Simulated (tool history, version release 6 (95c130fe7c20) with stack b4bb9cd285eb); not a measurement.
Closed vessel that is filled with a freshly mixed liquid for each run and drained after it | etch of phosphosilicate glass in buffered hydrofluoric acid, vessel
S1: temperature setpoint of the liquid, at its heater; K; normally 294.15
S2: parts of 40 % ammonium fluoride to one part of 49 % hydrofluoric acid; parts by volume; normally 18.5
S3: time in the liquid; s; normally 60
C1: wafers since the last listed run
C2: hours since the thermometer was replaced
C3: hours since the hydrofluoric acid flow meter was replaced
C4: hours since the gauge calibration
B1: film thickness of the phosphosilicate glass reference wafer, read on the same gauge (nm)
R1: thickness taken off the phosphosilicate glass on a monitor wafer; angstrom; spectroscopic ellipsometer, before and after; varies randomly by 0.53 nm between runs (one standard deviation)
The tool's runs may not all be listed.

run,hour,S1,S2,S3,C1,C2,C3,C4,B1,R1
1,0,294.15,18.5,60,0,154,1719,332.6,79.99,1371.1
2,30.8,294.15,18.5,60,2435,184.8,1749.8,363.4,80,1372.6
3,61.7,294.15,18.5,60,2443,215.7,1780.7,394.3,80,1375.7
4,95.8,294.15,18.5,60,2696,249.8,1814.8,428.4,80,1378.6
5,125.8,294.15,18.5,60,2372,279.8,1844.8,458.4,79.98,1382.5
6,144.8,294.15,18.5,60,1502,298.8,1863.8,477.4,80,1389.8
7,166.6,294.15,18.5,60,1723,320.6,1885.6,499.2,80,1396.6
8,200.7,294.15,18.5,60,2696,354.7,1919.7,533.3,80,1399.2
9,297.5,294.15,18.5,60,7654,451.5,2016.5,630.1,80,1419.2
10,330.7,294.15,16.5,50,2625,484.7,2049.7,663.3,79.99,1319.1
# hour 344.9: hydrofluoric acid flow meter replaced
# hour 350.7: gauge calibrated
11,364.2,294.15,16.5,50,2570,518.2,19.3,13.5,79.99,1316
12,390.3,294.15,18.5,60,2063,544.3,45.4,39.6,79.99,1419.8
13,421.8,294.15,25,30,2490,575.8,76.9,71.1,79.99,563.5
# hour 428.8: thermometer replaced
14,441.5,295.65,12.5,60,1478,12.7,96.6,90.8,80.03,2350.1
15,459.4,295.65,15,90,1415,30.6,114.5,108.7,79.96,2954.8
16,492.5,298.15,26,35,2617,63.7,147.6,141.8,80.01,833.5
17,521.1,294.15,18.5,75,2261,92.3,176.2,170.4,79.96,1862.7
18,535.8,294.15,16.5,50,1162,107,190.9,185.1,80,1378.9
# hour 559.4: thermometer replaced, repeated, since the last time left the tool worse
19,565.4,290.15,18.5,75,2261,6,220.5,214.7,80,1344.7
20,578.7,290.15,18.5,60,1051,19.3,233.8,228,79.98,1076.6
21,592.2,294.15,18.5,60,1067,32.8,247.3,241.5,80,1362
22,614,299.15,13,40,1723,54.6,269.1,263.3,80,1682.2
23,644.9,291.65,16,60,2443,85.5,300,294.2,79.99,1377.2
24,674,296.15,25.5,95,2301,114.6,329.1,323.3,80.01,1897.1
25,690.6,295.65,15,90,1312,131.2,345.7,339.9,80.01,2740.3

Consider 5 possible next runs. They are alternatives, not a sequence: every one starts from the tool as it was left by run 25. What does each give?
A,691.3,294.15,18.5,50,55,131.9,346.4,340.6,?,?
B,691.3,294.15,21,60,55,131.9,346.4,340.6,?,?
C,691.3,290.65,18.5,60,55,131.9,346.4,340.6,?,?
D,691.3,290.15,22.5,80,55,131.9,346.4,340.6,?,?
E,691.3,298.65,12,60,55,131.9,346.4,340.6,?,?

run,B1,R1
A,80,1153.9
B,80,1239.7
C,80,1137.1
D,80,1257.5
E,80,2710.6
With the hidden condition removed and each run's random variation left untouched, the same runs would have given:
run,R1
A,1132.3
B,1216.4
C,1115.3
D,1233.3
E,2661.3
